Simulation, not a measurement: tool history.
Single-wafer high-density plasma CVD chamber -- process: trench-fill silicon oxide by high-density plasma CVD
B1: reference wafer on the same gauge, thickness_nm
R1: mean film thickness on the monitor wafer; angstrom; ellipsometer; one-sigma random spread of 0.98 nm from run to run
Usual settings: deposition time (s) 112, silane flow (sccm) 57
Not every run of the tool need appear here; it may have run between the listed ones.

{"run": 1, "hour": 0.0, "deposition time (s)": 112, "silane flow (sccm)": 57, "B1": 712.459, "R1": 6859.51}
{"run": 2, "hour": 17.1, "deposition time (s)": 112, "silane flow (sccm)": 57, "B1": 712.207, "R1": 6869.27}
{"run": 3, "hour": 35.0, "deposition time (s)": 112, "silane flow (sccm)": 57, "B1": 712.088, "R1": 6861.13}
{"run": 4, "hour": 42.4, "deposition time (s)": 112, "silane flow (sccm)": 57, "B1": 711.583, "R1": 6852.0}
{"run": 5, "hour": 50.2, "deposition time (s)": 124, "silane flow (sccm)": 61, "B1": 711.537, "R1": 8141.2}
{"run": 6, "hour": 56.5, "deposition time (s)": 124, "silane flow (sccm)": 61, "B1": 711.779, "R1": 8121.37}
{"run": 7, "hour": 70.7, "deposition time (s)": 112, "silane flow (sccm)": 57, "B1": 711.847, "R1": 6881.49}
{"run": 8, "hour": 80.2, "deposition time (s)": 97, "silane flow (sccm)": 57, "B1": 712.145, "R1": 5943.87}
{"run": 9, "hour": 95.0, "deposition time (s)": 97, "silane flow (sccm)": 57, "B1": 712.541, "R1": 5949.47}
{"run": 10, "hour": 111.2, "deposition time (s)": 97, "silane flow (sccm)": 57, "B1": 711.854, "R1": 5941.84}
{"run": 11, "hour": 126.3, "deposition time (s)": 112, "silane flow (sccm)": 57, "B1": 712.356, "R1": 6846.94}
{"run": 12, "hour": 135.8, "deposition time (s)": 92, "silane flow (sccm)": 47, "B1": 711.693, "R1": 4670.58}
{"run": 13, "hour": 145.5, "deposition time (s)": 122, "silane flow (sccm)": 61, "B1": 712.158, "R1": 8014.56}
{"run": 14, "hour": 159.2, "deposition time (s)": 112, "silane flow (sccm)": 57, "B1": 711.999, "R1": 6884.29}
{"run": 15, "hour": 168.9, "deposition time (s)": 96, "silane flow (sccm)": 53, "B1": 711.733, "R1": 5508.28}

Estimate the outcome of run 16 from the log above:
{"hour": 172.6, "done": "gauge calibrated"}
{"run": 16, "hour": 180.6, "deposition time (s)": 128, "silane flow (sccm)": 49, "B1": "?", "R1": "?"}

{"run 16": {"B1": 711.429, "R1": 6805.58}}
Without the tool's hidden state the same run would have given R1 6490.30 angstrom.

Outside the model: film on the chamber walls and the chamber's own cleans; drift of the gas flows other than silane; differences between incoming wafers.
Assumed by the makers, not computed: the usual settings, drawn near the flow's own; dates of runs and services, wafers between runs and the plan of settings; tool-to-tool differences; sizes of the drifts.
